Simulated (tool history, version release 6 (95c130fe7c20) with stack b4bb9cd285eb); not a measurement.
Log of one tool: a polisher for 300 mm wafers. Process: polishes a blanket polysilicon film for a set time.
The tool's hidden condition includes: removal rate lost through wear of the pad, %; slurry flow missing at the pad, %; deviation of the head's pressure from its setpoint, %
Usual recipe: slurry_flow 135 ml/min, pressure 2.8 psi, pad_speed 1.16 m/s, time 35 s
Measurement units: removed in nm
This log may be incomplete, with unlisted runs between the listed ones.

run	hour	slurry_flow	pressure	pad_speed	time	wafers since the last listed run	wafers polished on this pad	hours since the slurry nozzle was cleaned	hours since the head pressure was calibrated	incoming thickness of the incoming film, nm	removed
1	0	155	2.8	1.16	35	0	1983	495.9	431.9	1465.4	319.3
2	69.9	155	2.8	1.16	35	773	2756	565.8	501.8	1473	315.4
3	156.1	155	2.8	1.16	35	953	3710	652	588	1489.3	311.6
# hour 210: head pressure recalibrated
# hour 259.1: slurry nozzle cleaned
4	262.9	135	2.8	1.16	35	1148	4858	3.8	52.9	1469.6	291.7
5	330.5	135	2.8	1.16	35	747	5606	71.4	120.5	1471.4	295.7
6	435.4	135	2.8	1.16	35	1160	6766	176.3	225.4	1476.3	297.6
7	527.7	135	2.8	1.16	35	1020	7787	268.6	317.7	1445	290.7
8	570.9	135	2.8	1.16	35	477	8265	311.8	360.9	1451.8	291.1
9	641.3	135	2.8	1.16	35	778	9043	382.2	431.3	1475	284.4
# hour 674: worn pad replaced by a new one
10	729.3	135	2.8	1.16	35	929	611	470.2	519.3	1467.6	280
11	765.7	135	2.8	1.16	35	402	1014	506.6	555.7	1470.3	282.2
12	872.2	135	2.8	1.16	35	1177	2192	613.1	662.2	1451	279
13	928.9	135	2.8	1.16	35	627	2819	669.8	718.9	1448.2	268.6
# hour 1003.2: head pressure recalibrated, repeated, since the last time left the tool worse
14	1028.5	135	2.8	1.16	35	1079	3899	769.4	25.3	1468.9	323.3
# hour 1166.3: slurry nozzle cleaned
15	1299	160	2.1	1.46	47	2980	6879	132.7	295.8	1467.9	402.7
16	1344.7	135	2.8	1	26	505	7385	178.4	341.5	1466.4	207.6
17	1440.7	100	3.7	1.16	46	1061	8447	274.4	437.5	1493.7	505.9
# hour 1487.7: worn pad replaced by a new one
18	1520.8	135	2.8	0.98	39	841	365	354.5	517.6	1463.9	301
19	1581.5	135	2.8	1.16	35	671	1036	415.2	578.3	1474.7	310
20	1648.7	120	2.2	0.84	47	743	1780	482.4	645.5	1451.5	235.5
21	1724.8	135	2.8	1.16	35	841	2621	558.5	721.6	1467.9	303.3
# hour 1768.7: head pressure recalibrated
22	1790.1	135	2.8	1.16	31	700	3322	623.8	21.4	1443.3	281.8
23	1858.4	135	2.8	1.16	35	755	4077	692.1	89.7	1486.9	311.7
24	1959.2	160	2.8	1.16	30	1114	5192	792.9	190.5	1491.9	282.6
# hour 2003.5: slurry nozzle cleaned
25	2049.6	160	2.8	1.16	44	988	6181	46.1	280.9	1493.9	419.8
26	2112.5	105	2.8	1.16	35	695	6877	109	343.8	1478.9	296.4
27	2167.6	135	2.8	1.32	32	609	7486	164.1	398.9	1474	317
# hour 2208.8: worn pad replaced by a new one
28	2215.2	155	2.8	1.16	35	482	70	211.7	446.5	1471.7	316.6
29	2268.4	150	2.5	1.16	35	588	658	264.9	499.7	1463.7	283.3
30	2342.5	135	2.8	1.16	35	819	1478	339	573.8	1464.9	310.7
31	2384.7	160	2.8	1.16	45	466	1945	381.2	616	1454.1	410.7
32	2470.4	135	2.4	1.16	35	947	2893	466.9	701.7	1475.9	254.5
33	2539	120	2.8	1.16	28	758	3651	535.5	770.3	1497.4	237
34	2582.5	135	3.3	1.06	27	481	4133	579	813.8	1442.5	248.5
# hour 2608.2: head pressure recalibrated
35	2774.5	135	3.1	1.32	35	2101	6234	771	166.3	1466.8	394.4
36	2824.7	135	2.3	1.16	35	555	6789	821.2	216.5	1490	260.7
37	2893	120	2.8	1.16	35	755	7545	889.5	284.8	1465.2	306.5
# hour 2894.5: slurry nozzle cleaned
38	2957.3	100	3.5	0.88	32	700	8245	62.8	349.1	1499	269.1

State the hidden condition of the tool at each of the runs:
removal rate lost through wear of the pad, %: 0, the same for each run
slurry flow missing at the pad, %: 0, the same for each run
H1: deviation of the head's pressure from its setpoint, %
run	H1
1	-2.14
2	-2.84
3	-3.83
4	-8.34
5	-8.46
6	-8.85
7	-9.38
8	-9.69
9	-10.3
10	-11.2
11	-11.6
12	-13
13	-13.8
14	0.457
15	-0.463
16	-0.772
17	-1.56
18	-2.37
19	-3.08
20	-3.95
21	-5.05
22	-0.259
23	-0.339
24	-0.638
25	-1.09
26	-1.51
27	-1.94
28	-2.37
29	-2.9
30	-3.74
31	-4.27
32	-5.47
33	-6.54
34	-7.27
35	0.0386
36	-0.165
37	-0.528
38	-0.96
